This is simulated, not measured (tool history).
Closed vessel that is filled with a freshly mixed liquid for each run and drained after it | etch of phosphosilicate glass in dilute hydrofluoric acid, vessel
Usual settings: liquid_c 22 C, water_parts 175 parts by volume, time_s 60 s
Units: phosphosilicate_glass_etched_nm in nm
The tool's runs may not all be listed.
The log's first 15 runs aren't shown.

| run | hour | liquid_c | water_parts | time_s | wafers since the last listed run | hours since the thermometer was replaced | hours since the hydrofluoric acid flow meter was replaced | hours since the gauge calibration | read-back film thickness of the phosphosilicate glass reference wafer, read on the same gauge (nm) | phosphosilicate_glass_etched_nm |
|---|---|---|---|---|---|---|---|---|---|---|
| 16 | 713.2 | 22 | 175 | 60 | 2416 | 300.6 | 1640 | 608.1 | 29.98 | 23.75 |
| 17 | 753.7 | 22 | 175 | 60 | 2535 | 341.1 | 1680.5 | 648.6 | 30.02 | 23.56 |
| 18 | 815.7 | 20.5 | 110 | 50 | 3881 | 403.1 | 1742.5 | 710.6 | 29.99 | 31.94 |
| 19 | 864.6 | 26 | 140 | 85 | 3061 | 452 | 1791.4 | 759.5 | 30.01 | 50.98 |
| 20 | 916.1 | 19 | 175 | 60 | 3224 | 503.5 | 1842.9 | 811 | 30.02 | 21.26 |
| 21 | 981.1 | 26 | 220 | 80 | 4069 | 568.5 | 1907.9 | 876 | 29.98 | 27.55 |
|  | 988.5 | hydrofluoric acid flow meter replaced |
| 22 | 1007.2 | 18 | 150 | 35 | 1571 | 594.6 | 18.7 | 902.1 | 30.04 | 14.8 |
| 23 | 1068.5 | 24.5 | 125 | 30 | 3837 | 655.9 | 80 | 963.4 | 30.01 | 20.18 |
| 24 | 1119.9 | 17 | 95 | 35 | 3217 | 707.3 | 131.4 | 1014.8 | 30.02 | 23.75 |
| 25 | 1150.6 | 25.5 | 175 | 35 | 1922 | 738 | 162.1 | 1045.5 | 29.99 | 16.57 |
| 26 | 1199.3 | 20 | 175 | 60 | 3048 | 786.7 | 210.8 | 1094.2 | 30 | 23.22 |
| 27 | 1241.1 | 17 | 240 | 60 | 2616 | 828.5 | 252.6 | 1136 | 29.97 | 13.96 |
| 28 | 1300.2 | 22 | 175 | 60 | 3700 | 887.6 | 311.7 | 1195.1 | 30.01 | 25.12 |
| 29 | 1335.1 | 20 | 245 | 75 | 2184 | 922.5 | 346.6 | 1230 | 30 | 19.24 |
| 30 | 1370.9 | 20 | 175 | 60 | 2241 | 958.3 | 382.4 | 1265.8 | 29.99 | 22.72 |
| 31 | 1434.1 | 19 | 85 | 90 | 3956 | 1021.5 | 445.6 | 1329 | 29.99 | 74.7 |

Forecast each of these 5 alternatives for the next run:
| A | 1434.8 | 22 | 175 | 70 | 43 | 1022.2 | 446.3 | 1329.7 | ? | ? |
| B | 1434.8 | 26.5 | 95 | 45 | 43 | 1022.2 | 446.3 | 1329.7 | ? | ? |
| C | 1434.8 | 26 | 265 | 80 | 43 | 1022.2 | 446.3 | 1329.7 | ? | ? |
| D | 1434.8 | 18.5 | 140 | 35 | 43 | 1022.2 | 446.3 | 1329.7 | ? | ? |
| E | 1434.8 | 25 | 150 | 60 | 43 | 1022.2 | 446.3 | 1329.7 | ? | ? |

| run | read-back film thickness of the phosphosilicate glass reference wafer, read on the same gauge (nm) | phosphosilicate_glass_etched_nm |
|---|---|---|
| A | 30.01 | 28.92 |
| B | 30.01 | 44.8 |
| C | 30.01 | 22.95 |
| D | 30.01 | 16.33 |
| E | 30.01 | 33.34 |
Without the tool's hidden state the same runs would have given:
| run | phosphosilicate_glass_etched_nm |
|---|---|
| A | 29.33 |
| B | 45.4 |
| C | 23.3 |
| D | 16.55 |
| E | 33.81 |
